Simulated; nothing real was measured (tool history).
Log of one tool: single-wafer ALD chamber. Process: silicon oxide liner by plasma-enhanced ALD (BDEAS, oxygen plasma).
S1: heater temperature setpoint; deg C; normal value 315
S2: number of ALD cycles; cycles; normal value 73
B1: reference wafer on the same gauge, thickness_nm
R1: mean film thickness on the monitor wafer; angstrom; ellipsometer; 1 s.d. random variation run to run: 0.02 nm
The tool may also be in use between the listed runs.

run 1 day=0.000 | S1=304 S2=73 | B1=7.741 | R1=66.64
run 2 day=1.046 | S1=315 S2=73 | B1=7.743 | R1=65.59
run 3 day=2.708 | S1=315 S2=73 | B1=7.737 | R1=65.40
run 4 day=5.375 | S1=315 S2=73 | B1=7.741 | R1=66.10
run 5 day=7.229 | S1=315 S2=73 | B1=7.736 | R1=65.51
run 6 day=8.529 | S1=315 S2=73 | B1=7.742 | R1=65.85
run 7 day=10.296 | S1=315 S2=73 | B1=7.739 | R1=65.84
run 8 day=15.171 | S1=325 S2=80 | B1=7.736 | R1=70.71
run 9 day=17.262 | S1=315 S2=84 | B1=7.743 | R1=75.33
run 10 day=18.738 | S1=315 S2=84 | B1=7.741 | R1=75.32
run 11 day=19.829 | S1=315 S2=84 | B1=7.745 | R1=75.68
run 12 day=21.888 | S1=315 S2=61 | B1=7.739 | R1=54.87
run 13 day=24.700 | S1=315 S2=73 | B1=7.744 | R1=65.67
run 14 day=27.042 | S1=325 S2=73 | B1=7.741 | R1=64.40
run 15 day=28.575 | S1=325 S2=73 | B1=7.739 | R1=64.27
run 16 day=29.692 | S1=325 S2=73 | B1=7.742 | R1=64.73
run 17 day=32.571 | S1=315 S2=73 | B1=7.737 | R1=65.70
-- day=34.875 gauge calibrated
run 18 day=35.079 | S1=323 S2=85 | B1=7.740 | R1=75.57

For run 19, what comes out?
-- day=37.517 thermocouple changed; heater temperature recalibrated
run 19 day=37.538 | S1=324 S2=67 | B1=? | R1=?

Run 19 yielded B1 7.737, R1 59.28 angstrom.
If the tool had no hidden condition, the same run with the same run-to-run variation would have returned R1 59.28 angstrom.
